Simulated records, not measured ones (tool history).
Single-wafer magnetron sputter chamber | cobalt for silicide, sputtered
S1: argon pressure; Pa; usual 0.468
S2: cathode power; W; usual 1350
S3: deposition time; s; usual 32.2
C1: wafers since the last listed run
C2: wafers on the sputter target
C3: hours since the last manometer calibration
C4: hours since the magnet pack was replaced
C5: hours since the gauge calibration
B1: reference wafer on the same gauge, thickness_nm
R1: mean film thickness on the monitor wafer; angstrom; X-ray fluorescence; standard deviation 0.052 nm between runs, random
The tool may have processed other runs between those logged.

run	hour	S1	S2	S3	C1	C2	C3	C4	C5	B1	R1
1	0	0.468	1350	32.2	0	4902	1605	3014.3	648.4	22.103	220.96
2	102.4	0.468	1350	32.2	3087	7989	1707.4	3116.7	750.8	22.092	219.41
3	204.3	0.336	1350	32.2	3072	11061	1809.3	3218.6	852.7	22.092	229.12
# hour 229.7: sputter target and shields replaced
4	286.1	0.336	1350	32.2	2224	1701	1891.1	3300.4	934.5	22.1	235.63
5	325.8	0.336	1350	32.2	1196	2897	1930.8	3340.1	974.2	22.077	235.06
6	422.7	0.468	1250	32.2	2921	5819	2027.7	3437	1071.1	22.093	205.08
7	501	0.468	1250	32.2	2360	8179	2106	3515.3	1149.4	22.105	204.27
8	559.6	0.39	1350	32.2	1766	9946	2164.6	3573.9	1208	22.108	226.8
# hour 623.8: sputter target and shields replaced
9	624.3	0.39	1350	32.2	1709	14	2229.3	3638.6	1272.7	22.093	231.38
10	687.3	0.39	1350	32.2	1899	1914	2292.3	3701.6	1335.7	22.092	229.94
# hour 763.5: capacitance manometer re-zeroed and calibrated
11	773.8	0.65	1150	25.9	2366	4280	10.3	3788.1	1422.2	22.089	142.33
# hour 782.3: magnet pack replaced
12	835.8	0.468	1350	27.4	1628	5908	72.3	53.5	1484.2	22.089	188.71
13	943	0.577	1650	37.9	3231	9140	179.5	160.7	1591.4	22.107	303.26
# hour 980.9: sputter target and shields replaced
# hour 983.3: gauge calibrated
14	1016.4	0.336	1350	32.2	1971	1069	252.9	234.1	33.1	22.09	235.67
15	1065.3	0.468	1200	37.7	1474	2544	301.8	283	82	22.101	231.34
16	1107.8	0.468	1350	32.2	1281	3825	344.3	325.5	124.5	22.099	222.21
17	1255.9	0.33	1200	27.8	4464	8290	492.4	473.6	272.6	22.089	179.15
# hour 1279.3: sputter target and shields replaced
18	1346.6	0.468	1600	26.9	2493	2029	583.1	564.3	363.3	22.1	221.18
19	1609.4	0.609	1100	28.1	7923	9952	845.9	827.1	626.1	22.1	147.5
# hour 1665.2: sputter target and shields replaced
20	1714.9	0.468	1350	38.4	2939	1497	951.4	932.6	731.6	22.115	266.6

Exercise: give the hidden state of the tool at every run:
true argon pressure above the setpoint (%): 0, the same for each run
gauge reads high (%): 0, the same for each run
H1: deposition rate above that of a new target (%)
run	H1
1	-1.06
2	-1.93
3	-3.22
4	-0.151
5	-0.272
6	-0.83
7	-1.55
8	-2.26
9	-0.0133
10	-0.0936
11	-0.461
12	-0.909
13	-2.04
14	-0.356
15	-0.473
16	-0.652
17	-1.84
18	-0.318
19	-2.4
20	-0.164
